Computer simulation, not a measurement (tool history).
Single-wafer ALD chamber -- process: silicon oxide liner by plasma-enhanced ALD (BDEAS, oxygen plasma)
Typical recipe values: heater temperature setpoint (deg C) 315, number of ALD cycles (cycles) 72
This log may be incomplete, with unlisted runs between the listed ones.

run,hour,heater temperature setpoint (deg C),number of ALD cycles (cycles),"read-back reference wafer on the same gauge, thickness_nm",mean film thickness on the monitor wafer (Å)
1,0.0,315,80,6.484,73.79
2,32.5,318,72,6.484,66.16
3,96.0,318,72,6.486,65.83
4,148.7,318,72,6.491,66.27
5,203.7,315,72,6.495,66.48
6,233.9,315,72,6.494,66.35
# hour 272.7: thermocouple changed; heater temperature recalibrated
7,445.4,315,72,6.494,66.34
8,484.9,315,72,6.487,66.37
9,540.0,307,72,6.485,67.03
10,564.9,307,72,6.490,66.85
11,625.8,315,72,6.489,66.15
12,673.1,315,72,6.499,65.88
13,737.4,315,72,6.487,66.14
14,769.0,315,72,6.492,66.40
15,927.3,315,72,6.490,66.53
16,976.9,315,72,6.490,66.04
17,1021.6,315,62,6.489,57.11
18,1062.1,315,62,6.489,57.06
19,1099.5,315,62,6.481,57.11
20,1161.8,315,72,6.492,66.55
21,1206.0,315,72,6.496,66.42
# hour 1235.2: thermocouple changed; heater temperature recalibrated
22,1240.3,315,72,6.487,65.88
23,1281.8,315,72,6.499,66.26
24,1315.9,321,77,6.494,70.01
25,1375.6,315,72,6.482,65.99
# hour 1384.9: gauge calibrated
26,1446.7,329,65,6.494,58.34
27,1490.0,315,72,6.494,66.23
28,1559.9,324,59,6.496,53.41
29,1596.3,305,67,6.485,62.62
30,1664.1,311,76,6.488,70.63
31,1704.2,319,78,6.489,71.57
32,1742.6,330,68,6.489,61.45
33,1790.0,328,77,6.491,69.70
34,1825.9,301,72,6.492,68.96
35,1862.0,323,76,6.491,69.41
36,1908.9,315,72,6.497,66.61
37,1954.3,326,80,6.491,72.50
38,2001.8,315,72,6.483,66.54
39,2059.9,315,72,6.487,66.66
# hour 2095.9: thermocouple changed; heater temperature recalibrated
40,2126.3,306,60,6.494,55.48
41,2170.8,315,72,6.491,65.71
42,2223.6,327,64,6.490,57.52
43,2275.0,321,81,6.486,73.12
44,2335.8,329,63,6.494,56.68
45,2369.3,315,76,6.494,69.58

What if the next run were any one of these 3? Each begins from the tool's condition after run 45:
A,2369.8,328,72,?,?
B,2369.8,329,68,?,?
C,2369.8,308,80,?,?

run,"read-back reference wafer on the same gauge, thickness_nm",mean film thickness on the monitor wafer (Å)
A,6.493,64.37
B,6.493,60.69
C,6.493,73.89
With the hidden condition removed and each run's random variation left untouched, the same runs would have given:
run,mean film thickness on the monitor wafer (Å)
A,64.28
B,60.61
C,73.80
